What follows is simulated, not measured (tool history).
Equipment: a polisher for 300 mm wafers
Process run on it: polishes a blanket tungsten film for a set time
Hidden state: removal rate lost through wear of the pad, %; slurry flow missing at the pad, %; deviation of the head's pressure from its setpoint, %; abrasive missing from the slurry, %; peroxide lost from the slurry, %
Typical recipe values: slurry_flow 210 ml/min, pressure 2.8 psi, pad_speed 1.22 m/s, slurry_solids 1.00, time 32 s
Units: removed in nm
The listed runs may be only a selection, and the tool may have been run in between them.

run     day  slurry_flow  pressure  pad_speed  slurry_solids  time  wafers since the last listed run  wafers polished on this pad  hours since the slurry nozzle was cleaned  hours since the head pressure was calibrated  hours since the slurry blender was calibrated  hours since the slurry got fresh peroxide  incoming thickness of the incoming film, nm  removed
  1   0.000          210       2.8       1.22           1.00    37                                 0                          223                                      135.9                                        1301.2                                          291.5                                      365.7                                        674.6    177.0
      1.767  -- head pressure recalibrated
  2   2.446          210       2.8       1.22           1.00    37                               390                          613                                      194.6                                          16.3                                          350.2                                      424.4                                        684.7    219.8
  3   5.417          210       2.8       1.22           1.00    32                               490                         1104                                      265.9                                          87.6                                          421.5                                      495.7                                        683.3    186.0
      6.725  -- slurry tank refilled with fresh slurry and peroxide
  4   9.692          210       2.8       1.22           1.00    32                               699                         1804                                      368.5                                         190.2                                          524.1                                       71.2                                        676.5    185.2
  5  12.271          210       2.8       1.22           1.00    32                               426                         2230                                      430.4                                         252.1                                          586.0                                      133.1                                        685.8    182.0
     15.788  -- slurry blender recalibrated
     20.075  -- head pressure recalibrated, repeated, since the last time left the tool worse
     21.429  -- slurry nozzle cleaned
  6  22.067          195       2.8       1.22           1.00    32                              1584                         3814                                       15.3                                          47.8                                          150.7                                      368.2                                        689.8    165.4
     25.817  -- worn pad replaced by a new one
  7  26.288          210       2.8       1.22           1.00    32                               669                           77                                      116.6                                         149.1                                          252.0                                      469.5                                        676.9    165.4
  8  28.779          210       2.8       1.22           1.00    32                               411                          489                                      176.4                                         208.9                                          311.8                                      529.3                                        672.0    163.0
  9  30.975          145       2.8       1.32           1.00    32                               362                          852                                      229.1                                         261.6                                          364.5                                      582.0                                        682.9    166.5
     31.792  -- slurry tank refilled with fresh slurry and peroxide
 10  34.292          210       2.8       1.22           1.15    42                               541                         1393                                      308.7                                         341.2                                          444.1                                       60.0                                        678.8    218.3
     36.688  -- slurry blender recalibrated
 11  38.658          210       2.8       1.22           1.00    32                               707                         2101                                      413.5                                         446.0                                           47.3                                      164.8                                        683.9    158.0
 12  40.367          210       2.8       1.22           1.00    32                               282                         2383                                      454.5                                         487.0                                           88.3                                      205.8                                        674.8    154.8
 13  42.554          210       2.8       1.22           1.00    32                               361                         2745                                      507.0                                         539.5                                          140.8                                      258.3                                        673.9    159.4
 14  45.933          260       2.8       1.22           1.00    32                               558                         3303                                      588.1                                         620.6                                          221.9                                      339.4                                        676.0    161.1
     49.575  -- slurry nozzle cleaned
 15  49.812          210       3.8       1.22           1.00    22                               634                         3937                                        5.7                                         713.7                                          315.0                                      432.5                                        684.9    138.3
     51.167  -- worn pad replaced by a new one
 16  51.621          210       2.8       0.94           0.90    32                               271                           74                                       49.1                                         757.1                                          358.4                                      475.9                                        674.4    116.8
     52.867  -- slurry tank refilled with fresh slurry and peroxide
 17  53.954          155       2.8       1.22           1.00    32                               378                          453                                      105.1                                         813.1                                          414.4                                       26.1                                        676.0    152.0
 18  57.342          210       2.8       1.22           1.00    32                               559                         1013                                      186.4                                         894.4                                          495.7                                      107.4                                        677.6    155.8
     58.621  -- slurry blender recalibrated
 19  61.050          210       2.8       1.22           1.00    32                               598                         1612                                      275.4                                         983.4                                           58.3                                      196.4                                        667.6    154.1
 20  64.242          210       2.8       1.22           1.00    41                               527                         2139                                      352.0                                        1060.0                                          134.9                                      273.0                                        678.3    196.4
 21  67.429          210       2.8       1.22           0.75    22                               526                         2666                                      428.5                                        1136.5                                          211.4                                      349.5                                        686.8     96.7
 22  71.292          170       3.2       1.22           1.00    39                               638                         3304                                      521.2                                        1229.2                                          304.1                                      442.2                                        667.5    201.5
     72.075  -- slurry nozzle cleaned
     74.754  -- worn pad replaced by a new one
 23  74.775          185       2.8       1.22           1.00    32                               541                            3                                       64.8                                        1312.8                                          387.7                                      525.8                                        673.6    153.5
     77.200  -- head pressure recalibrated
     77.579  -- slurry tank refilled with fresh slurry and peroxide
 24  78.779          285       3.2       1.22           1.10    36                               640                          644                                      160.9                                          37.9                                          483.8                                       28.8                                        685.3    226.3
 25  80.508          210       3.5       0.82           1.00    37                               285                          930                                      202.4                                          79.4                                          525.3                                       70.3                                        680.9    158.4
     80.925  -- slurry blender recalibrated
 26  84.312          175       2.8       1.22           1.00    32                               614                         1544                                      293.7                                         170.7                                           81.3                                      161.6                                        676.7    162.5
 27  88.700          210       2.8       0.84           1.00    32                               724                         2269                                      399.0                                         276.0                                          186.6                                      266.9                                        674.9    112.6

Across each entry between runs, compare the hidden state at the last listed run before it with the hidden state at the first listed run after it:
Run 1 -> run 2: head pressure recalibrated (day 1.767)
  deviation of the head's pressure from its setpoint, %: -9.77 -> 15.4
  difference, measured minus the result without the unlogged condition, removed: -15.6 -> +24.9 nm
Run 3 -> run 4: slurry tank refilled with fresh slurry and peroxide (day 6.725)
  deviation of the head's pressure from its setpoint, %: 14 -> 12.4
  difference, measured minus the result without the unlogged condition, removed: +19.3 -> +17.3 nm
Run 5 -> run 6: slurry blender recalibrated (day 15.788); head pressure recalibrated, repeated, since the last time left the tool worse (day 20.075); slurry nozzle cleaned (day 21.429)
  deviation of the head's pressure from its setpoint, %: 11.6 -> -0.94
  difference, measured minus the result without the unlogged condition, removed: +15.9 -> -1.3 nm
Run 6 -> run 7: worn pad replaced by a new one (day 25.817)
  deviation of the head's pressure from its setpoint, %: -0.94 -> -2.69
  difference, measured minus the result without the unlogged condition, removed: -1.3 -> -3.8 nm
Run 9 -> run 10: slurry tank refilled with fresh slurry and peroxide (day 31.792)
  deviation of the head's pressure from its setpoint, %: -4.21 -> -5.07
  difference, measured minus the result without the unlogged condition, removed: -6.0 -> -9.6 nm
Run 10 -> run 11: slurry blender recalibrated (day 36.688)
  deviation of the head's pressure from its setpoint, %: -5.07 -> -5.98
  difference, measured minus the result without the unlogged condition, removed: -9.6 -> -8.2 nm
Run 14 -> run 15: slurry nozzle cleaned (day 49.575)
  deviation of the head's pressure from its setpoint, %: -7.09 -> -7.53
  difference, measured minus the result without the unlogged condition, removed: -10.1 -> -9.2 nm
Run 15 -> run 16: worn pad replaced by a new one (day 51.167)
  deviation of the head's pressure from its setpoint, %: -7.53 -> -7.7
  difference, measured minus the result without the unlogged condition, removed: -9.2 -> -8.0 nm
Run 16 -> run 17: slurry tank refilled with fresh slurry and peroxide (day 52.867)
  deviation of the head's pressure from its setpoint, %: -7.7 -> -7.9
  difference, measured minus the result without the unlogged condition, removed: -8.0 -> -10.6 nm
Run 18 -> run 19: slurry blender recalibrated (day 58.621)
  deviation of the head's pressure from its setpoint, %: -8.14 -> -8.37
  difference, measured minus the result without the unlogged condition, removed: -11.3 -> -11.5 nm
Run 22 -> run 23: slurry nozzle cleaned (day 72.075); worn pad replaced by a new one (day 74.754)
  deviation of the head's pressure from its setpoint, %: -8.79 -> -8.88
  difference, measured minus the result without the unlogged condition, removed: -15.9 -> -12.2 nm
Run 23 -> run 24: head pressure recalibrated (day 77.200); slurry tank refilled with fresh slurry and peroxide (day 77.579)
  deviation of the head's pressure from its setpoint, %: -8.88 -> 1.11
  difference, measured minus the result without the unlogged condition, removed: -12.2 -> +2.0 nm
Run 25 -> run 26: slurry blender recalibrated (day 80.925)
  deviation of the head's pressure from its setpoint, %: 0.323 -> -1.16
  difference, measured minus the result without the unlogged condition, removed: +0.4 -> -1.6 nm
